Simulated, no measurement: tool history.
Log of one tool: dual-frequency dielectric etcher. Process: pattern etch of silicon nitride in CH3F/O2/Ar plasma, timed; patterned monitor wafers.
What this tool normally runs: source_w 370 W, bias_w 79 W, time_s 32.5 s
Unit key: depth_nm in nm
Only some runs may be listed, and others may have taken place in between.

run,day,source_w,bias_w,time_s,"read-back reference wafer on the same gauge, depth_nm",depth_nm
1,0.000,370,79,32.5,22.04,23.08
# day 1.608: wet clean of the chamber
2,1.629,370,79,32.5,22.02,23.05
3,2.533,370,79,38.5,22.02,27.21
4,5.492,370,79,25.5,21.97,18.08
5,8.692,370,79,25.5,21.94,17.99
6,11.300,370,79,25.5,21.92,17.87
# day 12.888: upper electrode replaced
7,12.908,300,69,32.5,21.95,19.25
8,13.971,330,66,32.5,21.89,19.78
9,15.162,430,79,39.0,21.84,29.63
# day 15.546: gauge calibrated
10,17.875,370,79,32.5,22.89,23.82
# day 19.512: wet clean of the chamber
11,20.488,370,63,27.0,22.85,17.92
# day 21.304: source power generator calibrated
12,22.812,370,79,32.5,22.81,24.00
13,25.138,340,67,41.5,22.86,27.09
14,27.625,370,79,32.5,22.78,23.72
15,30.471,370,62,32.5,22.73,21.58
16,33.133,370,79,32.5,22.74,23.81
# day 35.646: wet clean of the chamber
17,35.667,370,96,32.5,22.74,25.73
18,36.217,370,79,23.0,22.75,16.77
19,38.188,400,88,41.0,22.69,32.51
20,39.692,320,66,32.5,22.67,20.05
21,42.429,300,79,37.0,22.65,23.78
22,43.988,370,98,41.5,22.59,32.92
23,45.117,370,72,36.5,22.60,25.45
24,47.271,370,66,41.5,22.59,27.73
25,49.100,300,67,36.5,22.54,21.73
26,50.354,460,88,32.5,22.53,27.56
# day 53.379: wet clean of the chamber
27,53.400,410,79,41.5,22.50,31.60
28,55.504,340,93,36.5,22.54,27.06
29,56.821,370,60,32.5,22.50,20.96

Forecast each of these 5 alternatives for the next run:
A,56.838,370,79,32.5,?,?
B,56.838,300,92,37.0,?,?
C,56.838,370,66,32.5,?,?
D,56.838,410,96,40.5,?,?
E,56.838,310,61,24.0,?,?

run,"read-back reference wafer on the same gauge, depth_nm",depth_nm
A,22.43,23.43
B,22.43,25.29
C,22.43,21.67
D,22.43,33.57
E,22.43,13.94
With no hidden state in the tool, these same runs would have given:
run,depth_nm
A,24.19
B,26.11
C,22.37
D,34.66
E,14.39

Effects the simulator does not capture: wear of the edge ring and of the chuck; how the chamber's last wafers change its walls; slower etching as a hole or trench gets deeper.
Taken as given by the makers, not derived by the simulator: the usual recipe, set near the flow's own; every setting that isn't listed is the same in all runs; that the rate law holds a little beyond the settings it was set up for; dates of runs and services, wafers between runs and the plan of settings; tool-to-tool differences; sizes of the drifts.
